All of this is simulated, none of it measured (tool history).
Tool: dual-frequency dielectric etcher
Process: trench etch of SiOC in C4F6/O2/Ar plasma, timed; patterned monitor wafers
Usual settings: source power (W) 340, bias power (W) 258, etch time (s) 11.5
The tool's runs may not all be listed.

run	hour	source power (W)	bias power (W)	etch time (s)	read-back reference wafer on the same gauge, depth_nm	mean etch depth across the wafer (nm)
1	0	360	258	11.5	30.02	26.1
2	33.5	340	258	11.5	30	25.18
3	46.6	340	258	11.5	29.98	25.25
4	153.6	340	258	11.5	30.03	25.37
5	177.9	340	258	11.5	29.98	25.31
6	198.5	340	258	11.5	29.99	25.34
7	226	340	258	10.5	30.03	22.92
8	240.5	340	258	11.5	29.98	25.25
9	261.2	340	258	11.5	29.97	25.18
10	293.3	340	298	10.5	30	24.34
11	317.6	340	258	11.5	30.01	25.07
12	335.5	360	258	9.5	30	21.1
13	365.6	290	284	11.5	30.05	24.75
14	389.8	340	285	13.5	30.03	30.53
# hour 394.4: gauge calibrated
# hour 441: bias power generator calibrated
15	477.3	270	258	11.5	30	23.3
16	505.2	340	282	11.5	29.99	25.95
17	535.6	400	258	11.5	29.98	26.2
# hour 573.1: wet clean of the chamber
# hour 642.5: upper electrode replaced
18	643	400	258	13	30.02	30.61
19	651.1	340	258	11.5	29.99	25.56
# hour 669.5: source power generator calibrated
20	672.6	280	258	11.5	29.98	23.74
21	697.1	340	258	11.5	30	25.45
22	732.8	300	258	11.5	30	24.34
23	829.3	370	296	9	30.01	21.52
24	844.3	340	258	15	29.98	32.82
25	858.6	310	230	13	30	26.33
26	883.7	320	209	15	29.99	29.77
27	899.3	410	291	14	29.99	34.25
28	919.1	390	242	15	29.97	33.88
29	949.2	340	258	11.5	30.01	25.17

Forecast each of these 5 alternatives for the next run:
A	949.6	340	199	11.5	?	?
B	949.6	290	313	11.5	?	?
C	949.6	310	222	13.5	?	?
D	949.6	400	308	9	?	?
E	949.6	380	258	11.5	?	?

run	read-back reference wafer on the same gauge, depth_nm	mean etch depth across the wafer (nm)
A	29.97	22.81
B	29.97	25.78
C	29.97	27.05
D	29.97	22.37
E	29.97	26.21
Without the tool's hidden state the same runs would have given:
run	mean etch depth across the wafer (nm)
A	23.15
B	26.17
C	27.45
D	22.7
E	26.6

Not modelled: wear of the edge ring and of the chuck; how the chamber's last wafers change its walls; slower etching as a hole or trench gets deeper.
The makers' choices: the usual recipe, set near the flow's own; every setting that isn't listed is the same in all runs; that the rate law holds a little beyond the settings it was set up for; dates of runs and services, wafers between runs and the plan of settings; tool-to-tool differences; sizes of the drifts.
